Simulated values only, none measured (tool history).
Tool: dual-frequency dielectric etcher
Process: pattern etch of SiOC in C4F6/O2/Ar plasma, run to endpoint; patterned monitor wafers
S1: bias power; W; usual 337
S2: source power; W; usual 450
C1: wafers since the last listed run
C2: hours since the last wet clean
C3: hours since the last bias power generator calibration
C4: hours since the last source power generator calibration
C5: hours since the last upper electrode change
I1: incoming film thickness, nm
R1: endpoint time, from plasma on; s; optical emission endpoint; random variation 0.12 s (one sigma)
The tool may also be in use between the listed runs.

run,hour,S1,S2,C1,C2,C3,C4,C5,I1,R1
1,0.0,337,450,0,327.8,2301.3,4092.9,5378.9,37.78,13.6
2,16.3,337,450,185,344.1,2317.6,4109.2,5395.2,37.73,13.8
3,46.9,300,400,347,374.7,2348.2,4139.8,5425.8,37.86,14.8
4,81.4,308,410,391,409.2,2382.7,4174.3,5460.3,37.69,14.5
5,106.9,308,410,289,434.7,2408.2,4199.8,5485.8,37.97,14.8
6,137.3,308,410,345,465.1,2438.6,4230.2,5516.2,38.08,14.8
7,151.0,337,450,155,478.8,2452.3,4243.9,5529.9,37.65,13.9
8,176.5,337,450,289,504.3,2477.8,4269.4,5555.4,37.20,13.7
9,212.0,337,450,403,539.8,2513.3,4304.9,5590.9,37.94,14.2
10,233.9,337,450,248,561.7,2535.2,4326.8,5612.8,37.94,14.2
11,248.3,337,450,163,576.1,2549.6,4341.2,5627.2,37.61,14.0
# hour 291.8: wet clean of the chamber
# hour 308.9: upper electrode replaced, of another model than before
# hour 340.1: bias power generator calibrated
12,351.1,337,450,654,59.3,11.0,4444.0,42.2,37.71,13.1
13,365.6,337,450,164,73.8,25.5,4458.5,56.7,37.85,13.3
14,468.4,394,450,1167,176.6,128.3,4561.3,159.5,37.66,12.9
15,489.8,394,450,243,198.0,149.7,4582.7,180.9,38.02,13.3
16,512.6,394,450,258,220.8,172.5,4605.5,203.7,38.08,13.1
17,546.1,337,450,380,254.3,206.0,4639.0,237.2,37.70,13.4
18,571.0,337,450,282,279.2,230.9,4663.9,262.1,37.73,13.4
# hour 595.0: source power generator calibrated
19,596.6,337,450,245,304.8,256.5,1.6,287.7,37.71,13.5
20,615.7,337,450,216,323.9,275.6,20.7,306.8,38.13,13.7
21,630.5,337,450,168,338.7,290.4,35.5,321.6,38.07,13.7
22,664.2,337,520,382,372.4,324.1,69.2,355.3,38.04,13.2
23,685.1,393,500,237,393.3,345.0,90.1,376.2,37.99,13.1
24,717.3,407,410,365,425.5,377.2,122.3,408.4,38.14,13.9
25,730.8,337,540,153,439.0,390.7,135.8,421.9,37.81,13.1
26,744.6,283,500,156,452.8,404.5,149.6,435.7,38.27,14.2
# hour 786.7: wet clean of the chamber
27,787.2,410,410,211,0.5,447.1,192.2,478.3,37.53,13.1
28,803.0,308,410,179,16.3,462.9,208.0,494.1,37.64,13.8
29,835.8,337,370,372,49.1,495.7,240.8,526.9,37.65,14.0
30,860.2,337,450,277,73.5,520.1,265.2,551.3,38.02,13.5
31,886.3,418,450,296,99.6,546.2,291.3,577.4,38.00,12.9
32,907.9,262,350,245,121.2,567.8,312.9,599.0,37.26,14.6
33,932.1,255,500,274,145.4,592.0,337.1,623.2,38.19,13.8
34,964.6,273,450,369,177.9,624.5,369.6,655.7,37.94,14.1
35,977.2,377,450,143,190.5,637.1,382.2,668.3,37.78,13.4

Hidden state at the last listed run before each entry between runs and at the first one after, where it differs:
Between runs 11 and 12: wet clean of the chamber (hour 291.8); upper electrode replaced, of another model than before (hour 308.9); bias power generator calibrated (hour 340.1)
  etch rate over this chamber's usual, %: -5.94 -> -0.0402
  measured less the result without the state, R1: +0.8 -> +0.0 s
Between runs 18 and 19: source power generator calibrated (hour 595.0)
  etch rate over this chamber's usual, %: -2.16 -> -2.41
  measured less the result without the state, R1: +0.3 -> +0.3 s
Between runs 26 and 27: wet clean of the chamber (hour 786.7)
  etch rate over this chamber's usual, %: -3.84 -> -0.638
  measured less the result without the state, R1: +0.6 -> +0.1 s
